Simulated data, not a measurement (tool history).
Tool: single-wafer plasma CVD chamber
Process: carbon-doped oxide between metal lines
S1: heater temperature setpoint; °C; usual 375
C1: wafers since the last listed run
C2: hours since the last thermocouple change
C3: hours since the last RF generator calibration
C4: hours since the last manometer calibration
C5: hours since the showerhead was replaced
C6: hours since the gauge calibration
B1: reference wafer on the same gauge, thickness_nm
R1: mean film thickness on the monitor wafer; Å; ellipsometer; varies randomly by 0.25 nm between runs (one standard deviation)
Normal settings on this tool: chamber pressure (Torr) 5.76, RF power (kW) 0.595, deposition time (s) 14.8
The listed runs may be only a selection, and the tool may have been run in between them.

run 1 day=0.000 | S1=375 chamber_pressure_(Torr)=5.76 RF_power_(kW)=0.680 deposition_time_(s)=14.8 | C1=0 C2=1481.5 C3=1407.5 C4=1495.3 C5=4930.9 C6=1773.2 | B1=93.042 | R1=935.17
run 2 day=2.783 | S1=375 chamber_pressure_(Torr)=5.76 RF_power_(kW)=0.680 deposition_time_(s)=14.8 | C1=1512 C2=1548.3 C3=1474.3 C4=1562.1 C5=4997.7 C6=1840.0 | B1=93.070 | R1=937.79
run 3 day=6.233 | S1=375 chamber_pressure_(Torr)=5.76 RF_power_(kW)=0.680 deposition_time_(s)=14.8 | C1=1875 C2=1631.1 C3=1557.1 C4=1644.9 C5=5080.5 C6=1922.8 | B1=93.041 | R1=936.82
run 4 day=12.300 | S1=375 chamber_pressure_(Torr)=5.76 RF_power_(kW)=0.595 deposition_time_(s)=17.1 | C1=3297 C2=1776.7 C3=1702.7 C4=1790.5 C5=5226.1 C6=2068.4 | B1=92.950 | R1=998.57
-- day=15.288 showerhead replaced
run 5 day=16.788 | S1=375 chamber_pressure_(Torr)=5.76 RF_power_(kW)=0.595 deposition_time_(s)=17.1 | C1=2258 C2=1884.4 C3=1810.4 C4=1898.2 C5=36.0 C6=2176.1 | B1=93.070 | R1=995.80
run 6 day=18.804 | S1=375 chamber_pressure_(Torr)=5.76 RF_power_(kW)=0.595 deposition_time_(s)=17.1 | C1=1096 C2=1932.8 C3=1858.8 C4=1946.6 C5=84.4 C6=2224.5 | B1=93.138 | R1=997.32
-- day=20.529 thermocouple changed; heater temperature recalibrated
run 7 day=20.550 | S1=361 chamber_pressure_(Torr)=5.76 RF_power_(kW)=0.595 deposition_time_(s)=17.4 | C1=767 C2=0.5 C3=1900.7 C4=1988.5 C5=126.3 C6=2266.4 | B1=93.043 | R1=1065.44
run 8 day=22.850 | S1=375 chamber_pressure_(Torr)=5.76 RF_power_(kW)=0.595 deposition_time_(s)=14.8 | C1=1250 C2=55.7 C3=1955.9 C4=2043.7 C5=181.5 C6=2321.6 | B1=93.176 | R1=877.74
-- day=24.329 capacitance manometer re-zeroed and calibrated
run 9 day=25.967 | S1=375 chamber_pressure_(Torr)=5.76 RF_power_(kW)=0.595 deposition_time_(s)=12.8 | C1=1512 C2=130.5 C3=2030.7 C4=39.3 C5=256.3 C6=2396.4 | B1=93.089 | R1=747.87
-- day=28.358 gauge calibrated
-- day=31.862 RF generator calibrated
run 10 day=34.488 | S1=389 chamber_pressure_(Torr)=5.76 RF_power_(kW)=0.595 deposition_time_(s)=14.8 | C1=4450 C2=335.0 C3=63.0 C4=243.8 C5=460.8 C6=147.1 | B1=93.194 | R1=832.29
run 11 day=37.933 | S1=375 chamber_pressure_(Torr)=5.76 RF_power_(kW)=0.595 deposition_time_(s)=14.8 | C1=1873 C2=417.7 C3=145.7 C4=326.5 C5=543.5 C6=229.8 | B1=93.058 | R1=864.82
run 12 day=40.738 | S1=375 chamber_pressure_(Torr)=5.76 RF_power_(kW)=0.595 deposition_time_(s)=14.8 | C1=1524 C2=485.0 C3=213.0 C4=393.8 C5=610.8 C6=297.1 | B1=93.051 | R1=861.72
run 13 day=44.300 | S1=375 chamber_pressure_(Torr)=5.76 RF_power_(kW)=0.595 deposition_time_(s)=14.8 | C1=1936 C2=570.5 C3=298.5 C4=479.3 C5=696.3 C6=382.6 | B1=93.049 | R1=865.85
run 14 day=48.050 | S1=375 chamber_pressure_(Torr)=5.76 RF_power_(kW)=0.595 deposition_time_(s)=14.8 | C1=2038 C2=660.5 C3=388.5 C4=569.3 C5=786.3 C6=472.6 | B1=93.090 | R1=862.24
run 15 day=57.017 | S1=375 chamber_pressure_(Torr)=5.76 RF_power_(kW)=0.595 deposition_time_(s)=13.3 | C1=4873 C2=875.7 C3=603.7 C4=784.5 C5=1001.5 C6=687.8 | B1=93.136 | R1=773.34
run 16 day=60.221 | S1=360 chamber_pressure_(Torr)=4.46 RF_power_(kW)=0.640 deposition_time_(s)=14.8 | C1=1741 C2=952.6 C3=680.6 C4=861.4 C5=1078.4 C6=764.7 | B1=93.036 | R1=880.00
run 17 day=62.438 | S1=382 chamber_pressure_(Torr)=7.01 RF_power_(kW)=0.595 deposition_time_(s)=14.8 | C1=1204 C2=1005.8 C3=733.8 C4=914.6 C5=1131.6 C6=817.9 | B1=93.102 | R1=871.11
run 18 day=66.100 | S1=389 chamber_pressure_(Torr)=5.76 RF_power_(kW)=0.510 deposition_time_(s)=14.8 | C1=1990 C2=1093.7 C3=821.7 C4=1002.5 C5=1219.5 C6=905.8 | B1=93.117 | R1=758.35
run 19 day=68.038 | S1=375 chamber_pressure_(Torr)=5.76 RF_power_(kW)=0.675 deposition_time_(s)=14.8 | C1=1053 C2=1140.2 C3=868.2 C4=1049.0 C5=1266.0 C6=952.3 | B1=93.194 | R1=933.06
run 20 day=71.333 | S1=375 chamber_pressure_(Torr)=5.76 RF_power_(kW)=0.595 deposition_time_(s)=14.8 | C1=1791 C2=1219.3 C3=947.3 C4=1128.1 C5=1345.1 C6=1031.4 | B1=93.071 | R1=863.05
run 21 day=75.071 | S1=375 chamber_pressure_(Torr)=5.76 RF_power_(kW)=0.595 deposition_time_(s)=14.8 | C1=2031 C2=1309.0 C3=1037.0 C4=1217.8 C5=1434.8 C6=1121.1 | B1=93.092 | R1=864.08
run 22 day=78.833 | S1=371 chamber_pressure_(Torr)=6.32 RF_power_(kW)=0.655 deposition_time_(s)=12.4 | C1=2045 C2=1399.3 C3=1127.3 C4=1308.1 C5=1525.1 C6=1211.4 | B1=93.098 | R1=780.53
run 23 day=80.462 | S1=379 chamber_pressure_(Torr)=6.80 RF_power_(kW)=0.660 deposition_time_(s)=16.9 | C1=885 C2=1438.4 C3=1166.4 C4=1347.2 C5=1564.2 C6=1250.5 | B1=93.166 | R1=1058.18
run 24 day=84.929 | S1=375 chamber_pressure_(Torr)=6.67 RF_power_(kW)=0.595 deposition_time_(s)=14.8 | C1=2427 C2=1545.6 C3=1273.6 C4=1454.4 C5=1671.4 C6=1357.7 | B1=93.163 | R1=881.21
run 25 day=88.046 | S1=375 chamber_pressure_(Torr)=5.28 RF_power_(kW)=0.520 deposition_time_(s)=13.6 | C1=1694 C2=1620.4 C3=1348.4 C4=1529.2 C5=1746.2 C6=1432.5 | B1=93.146 | R1=720.19
-- day=96.171 thermocouple changed; heater temperature recalibrated
run 26 day=96.571 | S1=388 chamber_pressure_(Torr)=4.92 RF_power_(kW)=0.680 deposition_time_(s)=12.6 | C1=4452 C2=9.6 C3=1553.0 C4=1733.8 C5=1950.8 C6=1637.1 | B1=93.065 | R1=761.22
run 27 day=100.925 | S1=375 chamber_pressure_(Torr)=5.76 RF_power_(kW)=0.595 deposition_time_(s)=14.8 | C1=2366 C2=114.1 C3=1657.5 C4=1838.3 C5=2055.3 C6=1741.6 | B1=93.116 | R1=873.46

Each row is a separate what-if for the run after 27, all from the same tool condition, not one after another. Results?
run A day=100.942 | S1=375 chamber_pressure_(Torr)=5.76 RF_power_(kW)=0.530 deposition_time_(s)=14.8 | C1=9 C2=114.5 C3=1657.9 C4=1838.7 C5=2055.7 C6=1742.0 | B1=? | R1=?
run B day=100.942 | S1=362 chamber_pressure_(Torr)=4.43 RF_power_(kW)=0.560 deposition_time_(s)=16.8 | C1=9 C2=114.5 C3=1657.9 C4=1838.7 C5=2055.7 C6=1742.0 | B1=? | R1=?
run C day=100.942 | S1=367 chamber_pressure_(Torr)=4.68 RF_power_(kW)=0.595 deposition_time_(s)=14.8 | C1=9 C2=114.5 C3=1657.9 C4=1838.7 C5=2055.7 C6=1742.0 | B1=? | R1=?
run D day=100.942 | S1=375 chamber_pressure_(Torr)=5.76 RF_power_(kW)=0.500 deposition_time_(s)=17.4 | C1=9 C2=114.5 C3=1657.9 C4=1838.7 C5=2055.7 C6=1742.0 | B1=? | R1=?
run E day=100.942 | S1=366 chamber_pressure_(Torr)=5.76 RF_power_(kW)=0.595 deposition_time_(s)=17.0 | C1=9 C2=114.5 C3=1657.9 C4=1838.7 C5=2055.7 C6=1742.0 | B1=? | R1=?

run=A B1=93.138 R1=815.56
run=B B1=93.138 R1=929.39
run=C B1=93.138 R1=852.74
run=D B1=93.138 R1=921.73
run=E B1=93.138 R1=1027.53
Without the tool's hidden state the same runs would have given:
run=A R1=807.57
run=B R1=919.35
run=C R1=841.49
run=D R1=912.70
run=E R1=1017.84

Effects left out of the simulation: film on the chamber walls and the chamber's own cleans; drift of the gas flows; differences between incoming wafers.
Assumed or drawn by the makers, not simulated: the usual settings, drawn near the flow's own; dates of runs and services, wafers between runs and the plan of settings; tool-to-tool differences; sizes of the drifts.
